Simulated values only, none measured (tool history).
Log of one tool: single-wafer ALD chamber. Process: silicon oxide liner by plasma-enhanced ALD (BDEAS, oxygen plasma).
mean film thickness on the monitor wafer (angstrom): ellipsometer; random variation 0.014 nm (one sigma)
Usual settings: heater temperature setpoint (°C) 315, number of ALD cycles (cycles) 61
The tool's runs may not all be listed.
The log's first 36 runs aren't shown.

run    hour  heater temperature setpoint (°C)  number of ALD cycles (cycles)  wafers since the last listed run  hours since the last thermocouple change  hours since the gauge calibration  read-back reference wafer on the same gauge, thickness_nm  mean film thickness on the monitor wafer (angstrom)
 37  2160.5                               315                             61                               232                                     298.4                              726.2                                                      4.559                                                55.81
 38  2222.7                               315                             61                               296                                     360.6                              788.4                                                      4.561                                                56.22
 39  2291.4                               329                             51                               327                                     429.3                              857.1                                                      4.564                                                45.73
 40  2323.8                               309                             72                               154                                     461.7                              889.5                                                      4.568                                                66.29
 41  2351.0                               315                             61                               129                                     488.9                              916.7                                                      4.561                                                55.91
 42  2517.5                               327                             69                               794                                     655.4                             1083.2                                                      4.560                                                62.35
 43  2545.8                               324                             69                               135                                     683.7                             1111.5                                                      4.564                                                62.26
 44  2585.5                               301                             68                               189                                     723.4                             1151.2                                                      4.556                                                63.23
 45  2635.6                               322                             56                               239                                     773.5                             1201.3                                                      4.560                                                50.94
 46  2666.6                               315                             73                               147                                     804.5                             1232.3                                                      4.560                                                66.88

5 ways to go on from here, each from the tool as it stands after run 46. What would each give?
  A  2667.1                               315                             61                                 2                                     805.0                             1232.8                                                          ?                                                    ?
  B  2667.1                               327                             61                                 2                                     805.0                             1232.8                                                          ?                                                    ?
  C  2667.1                               310                             67                                 2                                     805.0                             1232.8                                                          ?                                                    ?
  D  2667.1                               307                             73                                 2                                     805.0                             1232.8                                                          ?                                                    ?
  E  2667.1                               329                             53                                 2                                     805.0                             1232.8                                                          ?                                                    ?

run  read-back reference wafer on the same gauge, thickness_nm  mean film thickness on the monitor wafer (angstrom)
  A                                                      4.563                                                55.80
  B                                                      4.563                                                54.92
  C                                                      4.563                                                61.70
  D                                                      4.563                                                67.49
  E                                                      4.563                                                47.59
Without the tool's hidden state the same runs would have given:
run  mean film thickness on the monitor wafer (angstrom)
  A                                                55.80
  B                                                54.92
  C                                                61.70
  D                                                67.49
  E                                                47.59

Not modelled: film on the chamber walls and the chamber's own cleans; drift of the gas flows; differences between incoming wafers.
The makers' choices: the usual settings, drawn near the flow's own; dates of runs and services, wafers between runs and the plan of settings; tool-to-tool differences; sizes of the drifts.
